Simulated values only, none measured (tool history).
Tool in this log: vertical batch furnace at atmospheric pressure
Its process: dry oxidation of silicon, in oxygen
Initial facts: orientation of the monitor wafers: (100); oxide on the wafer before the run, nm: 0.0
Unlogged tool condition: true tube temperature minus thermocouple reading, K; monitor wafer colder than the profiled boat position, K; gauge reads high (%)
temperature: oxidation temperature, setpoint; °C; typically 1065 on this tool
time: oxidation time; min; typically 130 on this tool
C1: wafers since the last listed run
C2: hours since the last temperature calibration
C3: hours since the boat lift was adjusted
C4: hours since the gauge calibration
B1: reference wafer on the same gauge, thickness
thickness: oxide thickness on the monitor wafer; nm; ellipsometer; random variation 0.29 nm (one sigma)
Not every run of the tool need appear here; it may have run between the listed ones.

{"run": 1, "hour": 0.0, "temperature": 1065, "time": 130, "C1": 0, "C2": 4116.3, "C3": 2482.1, "C4": 514.2, "B1": 139.93, "thickness": 156.72}
{"run": 2, "hour": 31.6, "temperature": 1065, "time": 130, "C1": 281, "C2": 4147.9, "C3": 2513.7, "C4": 545.8, "B1": 140.03, "thickness": 155.84}
{"run": 3, "hour": 59.3, "temperature": 1065, "time": 130, "C1": 247, "C2": 4175.6, "C3": 2541.4, "C4": 573.5, "B1": 139.94, "thickness": 156.41}
{"run": 4, "hour": 93.4, "temperature": 1065, "time": 130, "C1": 304, "C2": 4209.7, "C3": 2575.5, "C4": 607.6, "B1": 139.97, "thickness": 156.44}
{"run": 5, "hour": 124.6, "temperature": 1065, "time": 130, "C1": 278, "C2": 4240.9, "C3": 2606.7, "C4": 638.8, "B1": 140.07, "thickness": 156.56}
{"run": 6, "hour": 153.0, "temperature": 1046, "time": 130, "C1": 253, "C2": 4269.3, "C3": 2635.1, "C4": 667.2, "B1": 140.11, "thickness": 135.37}
{"run": 7, "hour": 185.7, "temperature": 1046, "time": 130, "C1": 291, "C2": 4302, "C3": 2667.8, "C4": 699.9, "B1": 139.98, "thickness": 135.14}
{"run": 8, "hour": 207.0, "temperature": 1046, "time": 130, "C1": 189, "C2": 4323.3, "C3": 2689.1, "C4": 721.2, "B1": 140, "thickness": 135.23}
{"run": 9, "hour": 241.9, "temperature": 1056, "time": 130, "C1": 311, "C2": 4358.2, "C3": 2724, "C4": 756.1, "B1": 140.04, "thickness": 146.23}
{"run": 10, "hour": 268.4, "temperature": 1065, "time": 130, "C1": 236, "C2": 4384.7, "C3": 2750.5, "C4": 782.6, "B1": 140.08, "thickness": 156.89}
{"run": 11, "hour": 291.9, "temperature": 1065, "time": 130, "C1": 209, "C2": 4408.2, "C3": 2774, "C4": 806.1, "B1": 140.03, "thickness": 157.2}
{"run": 12, "hour": 312.2, "temperature": 1065, "time": 130, "C1": 181, "C2": 4428.5, "C3": 2794.3, "C4": 826.4, "B1": 140.02, "thickness": 156.69}
{"run": 13, "hour": 336.1, "temperature": 1065, "time": 130, "C1": 213, "C2": 4452.4, "C3": 2818.2, "C4": 850.3, "B1": 140.06, "thickness": 156.95}
{"run": 14, "hour": 351.2, "temperature": 1065, "time": 130, "C1": 134, "C2": 4467.5, "C3": 2833.3, "C4": 865.4, "B1": 140.01, "thickness": 156.79}
{"hour": 363.3, "done": "gauge calibrated"}
{"run": 15, "hour": 377.1, "temperature": 1065, "time": 130, "C1": 231, "C2": 4493.4, "C3": 2859.2, "C4": 13.8, "B1": 140.02, "thickness": 156.95}
{"run": 16, "hour": 390.5, "temperature": 1065, "time": 130, "C1": 119, "C2": 4506.8, "C3": 2872.6, "C4": 27.2, "B1": 140.01, "thickness": 156.83}
{"run": 17, "hour": 422.9, "temperature": 1065, "time": 130, "C1": 288, "C2": 4539.2, "C3": 2905, "C4": 59.6, "B1": 139.96, "thickness": 156.49}
{"hour": 461.5, "done": "thermocouples replaced and temperature profile calibrated"}
{"run": 18, "hour": 462.0, "temperature": 1065, "time": 130, "C1": 134, "C2": 0.5, "C3": 2944.1, "C4": 98.7, "B1": 139.95, "thickness": 151.94}
{"run": 19, "hour": 478.0, "temperature": 1042, "time": 111.5, "C1": 142, "C2": 16.5, "C3": 2960.1, "C4": 114.7, "B1": 140.05, "thickness": 114.36}
{"run": 20, "hour": 500.1, "temperature": 1075, "time": 113.5, "C1": 197, "C2": 38.6, "C3": 2982.2, "C4": 136.8, "B1": 140, "thickness": 149.84}
{"run": 21, "hour": 519.6, "temperature": 1049, "time": 85.5, "C1": 173, "C2": 58.1, "C3": 3001.7, "C4": 156.3, "B1": 139.98, "thickness": 101.97}
{"run": 22, "hour": 553.9, "temperature": 1065, "time": 130, "C1": 305, "C2": 92.4, "C3": 3036, "C4": 190.6, "B1": 140.06, "thickness": 152.05}
{"run": 23, "hour": 571.8, "temperature": 1057, "time": 69.5, "C1": 159, "C2": 110.3, "C3": 3053.9, "C4": 208.5, "B1": 139.99, "thickness": 95.19}
{"run": 24, "hour": 604.1, "temperature": 1046, "time": 158, "C1": 288, "C2": 142.6, "C3": 3086.2, "C4": 240.8, "B1": 140.02, "thickness": 148.91}
{"run": 25, "hour": 635.1, "temperature": 1065, "time": 130, "C1": 276, "C2": 173.6, "C3": 3117.2, "C4": 271.8, "B1": 140, "thickness": 151.81}
{"hour": 676.2, "done": "boat lift adjusted"}
{"run": 26, "hour": 691.8, "temperature": 1065, "time": 130, "C1": 291, "C2": 230.3, "C3": 15.6, "C4": 328.5, "B1": 139.94, "thickness": 155.9}
{"run": 27, "hour": 727.7, "temperature": 1065, "time": 130, "C1": 320, "C2": 266.2, "C3": 51.5, "C4": 364.4, "B1": 139.97, "thickness": 155.68}
{"run": 28, "hour": 762.0, "temperature": 1072, "time": 171, "C1": 305, "C2": 300.5, "C3": 85.8, "C4": 398.7, "B1": 139.95, "thickness": 194.62}
{"run": 29, "hour": 779.3, "temperature": 1075, "time": 110, "C1": 154, "C2": 317.8, "C3": 103.1, "C4": 416, "B1": 140, "thickness": 150.37}
{"run": 30, "hour": 808.4, "temperature": 1043, "time": 130, "C1": 259, "C2": 346.9, "C3": 132.2, "C4": 445.1, "B1": 139.94, "thickness": 130.83}
{"run": 31, "hour": 831.0, "temperature": 1057, "time": 69.5, "C1": 201, "C2": 369.5, "C3": 154.8, "C4": 467.7, "B1": 139.94, "thickness": 97.45}
{"run": 32, "hour": 857.9, "temperature": 1065, "time": 130, "C1": 239, "C2": 396.4, "C3": 181.7, "C4": 494.6, "B1": 139.96, "thickness": 155.26}
{"run": 33, "hour": 873.3, "temperature": 1074, "time": 130, "C1": 137, "C2": 411.8, "C3": 197.1, "C4": 510, "B1": 140.03, "thickness": 165.66}
{"run": 34, "hour": 944.8, "temperature": 1087, "time": 185.5, "C1": 637, "C2": 483.3, "C3": 268.6, "C4": 581.5, "B1": 139.95, "thickness": 226.5}
{"run": 35, "hour": 979.4, "temperature": 1084, "time": 67, "C1": 308, "C2": 517.9, "C3": 303.2, "C4": 616.1, "B1": 139.96, "thickness": 116.75}
{"run": 36, "hour": 1007.8, "temperature": 1065, "time": 81.5, "C1": 253, "C2": 546.3, "C3": 331.6, "C4": 644.5, "B1": 139.97, "thickness": 114.66}
{"run": 37, "hour": 1021.6, "temperature": 1073, "time": 170, "C1": 123, "C2": 560.1, "C3": 345.4, "C4": 658.3, "B1": 140.03, "thickness": 193.49}
{"run": 38, "hour": 1035.1, "temperature": 1075, "time": 66, "C1": 120, "C2": 573.6, "C3": 358.9, "C4": 671.8, "B1": 140.04, "thickness": 108.03}
{"run": 39, "hour": 1060.7, "temperature": 1045, "time": 192, "C1": 228, "C2": 599.2, "C3": 384.5, "C4": 697.4, "B1": 140.01, "thickness": 170.51}
{"run": 40, "hour": 1094.7, "temperature": 1078, "time": 130, "C1": 303, "C2": 633.2, "C3": 418.5, "C4": 731.4, "B1": 139.93, "thickness": 169.39}

Predict each of these 3 candidate next runs independently; none follows another, all start after run 40:
{"run": "A", "hour": 1099.9, "temperature": 1090, "time": 130, "C1": 46, "C2": 638.4, "C3": 423.7, "C4": 736.6, "B1": "?", "thickness": "?"}
{"run": "B", "hour": 1099.9, "temperature": 1072, "time": 130, "C1": 46, "C2": 638.4, "C3": 423.7, "C4": 736.6, "B1": "?", "thickness": "?"}
{"run": "C", "hour": 1099.9, "temperature": 1086, "time": 88.5, "C1": 46, "C2": 638.4, "C3": 423.7, "C4": 736.6, "B1": "?", "thickness": "?"}

run=A B1=139.97 thickness=184.46
run=B B1=139.97 thickness=162.29
run=C B1=139.97 thickness=140.92
Had the tool no hidden state, the same runs would have come out as:
run=A thickness=186.1
run=B thickness=163.81
run=C thickness=142.25
